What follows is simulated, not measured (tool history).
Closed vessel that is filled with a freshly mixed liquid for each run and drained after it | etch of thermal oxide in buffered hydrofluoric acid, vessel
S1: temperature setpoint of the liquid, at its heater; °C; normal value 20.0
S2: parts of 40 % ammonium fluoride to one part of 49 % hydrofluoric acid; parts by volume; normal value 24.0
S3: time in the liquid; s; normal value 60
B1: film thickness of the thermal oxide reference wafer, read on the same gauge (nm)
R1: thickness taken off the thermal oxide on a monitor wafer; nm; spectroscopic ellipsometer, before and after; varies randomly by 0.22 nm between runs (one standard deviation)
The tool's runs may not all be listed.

run	day	S1	S2	S3	B1	R1
1	0.000	20.0	24.0	60	30.02	21.29
2	2.342	20.0	24.0	60	29.99	20.79
3	4.521	20.0	24.0	60	29.98	21.22
4	7.750	23.0	24.0	60	29.99	24.51
5	11.917	17.5	24.0	60	30.01	18.31
# day 19.792: hydrofluoric acid flow meter replaced
6	25.279	17.5	24.0	60	29.98	17.08
# day 30.079: gauge calibrated
7	32.504	17.5	24.0	60	29.97	17.35
# day 33.475: thermometer replaced
8	36.233	18.0	26.0	60	30.00	18.91
9	40.112	20.0	24.0	60	30.00	22.25
10	42.179	20.0	24.0	60	30.01	22.21
11	45.554	20.0	24.0	60	30.00	22.40
12	49.879	20.0	14.5	60	30.00	35.70
13	61.938	20.0	24.0	75	30.00	28.37
14	64.392	18.0	21.5	30	30.02	10.80
15	65.942	20.0	28.5	30	29.98	9.90
# day 66.804: hydrofluoric acid flow meter replaced
16	69.379	18.0	24.0	80	29.99	25.18
17	73.504	20.0	24.0	35	30.00	12.37
18	75.729	17.0	28.0	45	30.00	11.99
19	78.600	20.0	21.5	80	29.98	30.73
20	80.712	24.5	17.0	45	29.99	27.40
21	83.429	17.5	24.0	60	30.01	18.44
22	86.900	17.5	24.0	60	30.00	18.38

What if the next run were any one of these 5? Each begins from the tool's condition after run 22:
A	86.929	25.0	24.0	60	?	?
B	86.929	23.0	30.0	60	?	?
C	86.929	17.0	19.0	70	?	?
D	86.929	20.0	19.0	60	?	?
E	86.929	17.0	17.0	60	?	?

run	B1	R1
A	30.01	27.96
B	30.01	21.46
C	30.01	25.06
D	30.01	25.49
E	30.01	23.97
Take away the tool's hidden state, keep each run's random variation, and the runs would have read:
run	R1
A	28.92
B	22.22
C	25.75
D	26.16
E	24.63

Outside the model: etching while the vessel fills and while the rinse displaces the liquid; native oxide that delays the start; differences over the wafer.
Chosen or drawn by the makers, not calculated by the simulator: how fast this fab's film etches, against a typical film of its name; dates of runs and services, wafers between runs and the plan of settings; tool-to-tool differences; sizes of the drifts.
